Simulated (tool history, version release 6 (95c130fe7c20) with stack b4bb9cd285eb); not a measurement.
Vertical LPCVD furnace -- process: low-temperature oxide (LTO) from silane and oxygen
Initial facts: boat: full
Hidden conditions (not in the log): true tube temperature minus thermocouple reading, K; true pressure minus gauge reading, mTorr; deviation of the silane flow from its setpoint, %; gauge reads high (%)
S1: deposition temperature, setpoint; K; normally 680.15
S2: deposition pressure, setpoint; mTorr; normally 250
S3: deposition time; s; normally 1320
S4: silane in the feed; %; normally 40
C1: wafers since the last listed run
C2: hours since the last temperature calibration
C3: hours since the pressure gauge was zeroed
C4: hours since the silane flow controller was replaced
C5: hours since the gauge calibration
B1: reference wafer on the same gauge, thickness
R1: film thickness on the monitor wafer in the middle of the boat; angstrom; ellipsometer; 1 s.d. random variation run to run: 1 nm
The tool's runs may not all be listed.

run 1 hour=0 | S1=680.15 S2=250 S3=1650 S4=40 | C1=0 C2=2966.4 C3=1571.7 C4=2834.6 C5=14.9 | B1=239.16 | R1=3197.6
run 2 hour=42.6 | S1=680.15 S2=250 S3=1650 S4=40 | C1=452 C2=3009 C3=1614.3 C4=2877.2 C5=57.5 | B1=240.74 | R1=3237.2
run 3 hour=57.2 | S1=673.15 S2=250 S3=1320 S4=40 | C1=155 C2=3023.6 C3=1628.9 C4=2891.8 C5=72.1 | B1=240.79 | R1=2388.3
run 4 hour=75.4 | S1=680.15 S2=250 S3=1620 S4=40 | C1=193 C2=3041.8 C3=1647.1 C4=2910 C5=90.3 | B1=241.16 | R1=3157.1
run 5 hour=90.3 | S1=680.15 S2=250 S3=1320 S4=40 | C1=158 C2=3056.7 C3=1662 C4=2924.9 C5=105.2 | B1=241.7 | R1=2583.6
run 6 hour=111.5 | S1=680.15 S2=250 S3=1320 S4=40 | C1=225 C2=3077.9 C3=1683.2 C4=2946.1 C5=126.4 | B1=241.82 | R1=2572.8
run 7 hour=125.2 | S1=680.15 S2=250 S3=1320 S4=40 | C1=145 C2=3091.6 C3=1696.9 C4=2959.8 C5=140.1 | B1=242.6 | R1=2591.2
run 8 hour=150.7 | S1=680.15 S2=250 S3=1320 S4=40 | C1=270 C2=3117.1 C3=1722.4 C4=2985.3 C5=165.6 | B1=242.17 | R1=2568.3
run 9 hour=167.7 | S1=680.15 S2=250 S3=1320 S4=40 | C1=180 C2=3134.1 C3=1739.4 C4=3002.3 C5=182.6 | B1=241.81 | R1=2597.9
run 10 hour=221.5 | S1=680.15 S2=250 S3=1320 S4=40 | C1=571 C2=3187.9 C3=1793.2 C4=3056.1 C5=236.4 | B1=242.57 | R1=2598.2
run 11 hour=248.1 | S1=680.15 S2=215 S3=1020 S4=40 | C1=282 C2=3214.5 C3=1819.8 C4=3082.7 C5=263 | B1=242.71 | R1=1725.2
run 12 hour=274.6 | S1=680.15 S2=250 S3=1320 S4=40 | C1=281 C2=3241 C3=1846.3 C4=3109.2 C5=289.5 | B1=242.83 | R1=2594.4
-- hour=299.9 gauge calibrated
-- hour=305.1 silane flow controller replaced
run 13 hour=305.6 | S1=680.15 S2=250 S3=1320 S4=40 | C1=74 C2=3272 C3=1877.3 C4=0.5 C5=5.7 | B1=238.87 | R1=2543.3
run 14 hour=316 | S1=680.15 S2=250 S3=1560 S4=40 | C1=110 C2=3282.4 C3=1887.7 C4=10.9 C5=16.1 | B1=239.52 | R1=3021.7
-- hour=343.6 thermocouples replaced and temperature profile calibrated
run 15 hour=344.1 | S1=680.15 S2=250 S3=1320 S4=40 | C1=43 C2=0.5 C3=1915.8 C4=39 C5=44.2 | B1=239.71 | R1=2577.2
run 16 hour=350.8 | S1=680.15 S2=250 S3=1320 S4=40 | C1=71 C2=7.2 C3=1922.5 C4=45.7 C5=50.9 | B1=240.31 | R1=2587.5
run 17 hour=374 | S1=671.15 S2=250 S3=1320 S4=33 | C1=246 C2=30.4 C3=1945.7 C4=68.9 C5=74.1 | B1=240.69 | R1=1819.9
-- hour=404.6 pressure gauge zeroed
run 18 hour=405.1 | S1=680.15 S2=250 S3=1320 S4=44 | C1=75 C2=61.5 C3=0.5 C4=100 C5=105.2 | B1=241.32 | R1=2880.5
run 19 hour=409.9 | S1=680.15 S2=250 S3=1320 S4=46 | C1=50 C2=66.3 C3=5.3 C4=104.8 C5=110 | B1=241.04 | R1=2982.6
run 20 hour=423 | S1=680.15 S2=250 S3=1320 S4=40 | C1=139 C2=79.4 C3=18.4 C4=117.9 C5=123.1 | B1=241.84 | R1=2582.9
run 21 hour=444.3 | S1=685.15 S2=275 S3=1020 S4=34 | C1=226 C2=100.7 C3=39.7 C4=139.2 C5=144.4 | B1=241.1 | R1=1885.9

Run 22 has not been measured yet. What should we expect?
run 22 hour=458.8 | S1=680.15 S2=250 S3=1320 S4=40 | C1=153 C2=115.2 C3=54.2 C4=153.7 C5=158.9 | B1=? | R1=?

B1: 241.56
R1: 2572.2 angstrom
Minus the tool's unlogged condition, the same run would have read R1 2545.9 angstrom.

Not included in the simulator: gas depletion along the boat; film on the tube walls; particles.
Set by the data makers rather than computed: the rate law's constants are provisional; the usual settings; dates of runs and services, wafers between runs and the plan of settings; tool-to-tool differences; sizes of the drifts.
